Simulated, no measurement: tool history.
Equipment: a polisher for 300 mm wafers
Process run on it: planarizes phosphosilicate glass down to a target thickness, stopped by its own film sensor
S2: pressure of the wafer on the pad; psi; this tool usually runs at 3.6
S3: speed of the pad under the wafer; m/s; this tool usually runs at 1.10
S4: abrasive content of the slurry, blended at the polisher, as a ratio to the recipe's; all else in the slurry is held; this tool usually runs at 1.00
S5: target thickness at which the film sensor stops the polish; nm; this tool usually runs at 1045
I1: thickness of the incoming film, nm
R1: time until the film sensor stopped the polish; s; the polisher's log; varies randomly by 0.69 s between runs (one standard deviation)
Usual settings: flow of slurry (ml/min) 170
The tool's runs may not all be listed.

Run 1, hour 0.0: usual settings but S4 0.90; I1 1758.2. Result: R1 96.8 s.
Run 2, hour 6.1: usual settings but S4 0.90; I1 1732.1. Result: R1 93.1 s.
At hour 18.9: worn pad replaced by a new one.
Run 3, hour 20.7: usual settings but S4 0.90; I1 1788.3. Result: R1 100.5 s.
Run 4, hour 31.9: usual settings but S3 1.32 m/s; I1 1753.9. Result: R1 78.6 s.
Run 5, hour 38.1: usual settings but S3 1.32 m/s; I1 1786.6. Result: R1 83.2 s.
Run 6, hour 56.0: usual settings but S3 1.32 m/s; I1 1786.3. Result: R1 82.9 s.
Run 7, hour 70.5: usual settings; I1 1776.5. Result: R1 93.3 s.
Run 8, hour 80.7: usual settings but S5 1129 nm; I1 1758.4. Result: R1 80.8 s.
Run 9, hour 89.2: usual settings but S3 0.96 m/s; I1 1752.8. Result: R1 101.1 s.
At hour 98.1: conditioning disc replaced and pad reconditioned.
Run 10, hour 98.6: usual settings but S3 0.96 m/s; I1 1755.6. Result: R1 101.2 s.
At hour 113.2: slurry blender recalibrated.
At hour 115.3: worn pad replaced by a new one.
Run 11, hour 115.8: usual settings but S3 0.96 m/s; I1 1765.7. Result: R1 111.9 s.
Run 12, hour 119.6: usual settings but flow of slurry (ml/min) 125, S3 1.00 m/s, S5 948 nm; I1 1780.4. Result: R1 133.8 s.
Run 13, hour 127.3: usual settings but S3 0.96 m/s; I1 1739.7. Result: R1 108.8 s.
Run 14, hour 138.0: usual settings but flow of slurry (ml/min) 150, S2 3.2 psi, S5 1139 nm; I1 1779.6. Result: R1 99.5 s.
Run 15, hour 155.7: usual settings but S2 4.8 psi, S4 1.10; I1 1789.8. Result: R1 84.5 s.
At hour 161.7: slurry blender recalibrated, repeated, since the last time left the tool worse.
Run 16, hour 173.2: usual settings but S3 1.42 m/s, S5 966 nm; I1 1769.1. Result: R1 76.3 s.
Run 17, hour 183.9: usual settings but flow of slurry (ml/min) 220; I1 1780.1. Result: R1 85.0 s.
At hour 187.5: slurry nozzle cleaned.
At hour 193.8: worn pad replaced by a new one.
Run 18, hour 194.3: usual settings but S4 1.20, S5 1256 nm; I1 1772.1. Result: R1 56.5 s.
At hour 197.5: head pressure recalibrated.
Run 19, hour 218.8: usual settings; I1 1747.4. Result: R1 85.9 s.
Run 20, hour 228.7: usual settings but flow of slurry (ml/min) 140, S2 4.4 psi; I1 1765.3. Result: R1 79.8 s.
Run 21, hour 244.2: usual settings; I1 1765.8. Result: R1 88.4 s.
Run 22, hour 254.0: usual settings but S5 1268 nm; I1 1771.8. Result: R1 62.0 s.

For each run, what was the tool's unlogged condition?
removal rate lost through wear of the pad, %: 0 on each run
slurry flow missing at the pad, %: 0 on each run
deviation of the head's pressure from its setpoint, %: 0 on each run
time polished since the conditioner stopped cutting, s: 0 on each run
H1: abrasive missing from the slurry, %
run    H1
  1    15
  2  15.1
  3  15.3
  4  15.5
  5  15.6
  6  15.8
  7  15.9
  8  16.1
  9  16.1
 10  16.2
 11  26.2
 12  26.6
 13  27.4
 14  28.4
 15  29.9
 16  4.07
 17  5.09
 18  6.01
 19  7.97
 20  8.68
 21  9.71
 22  10.3
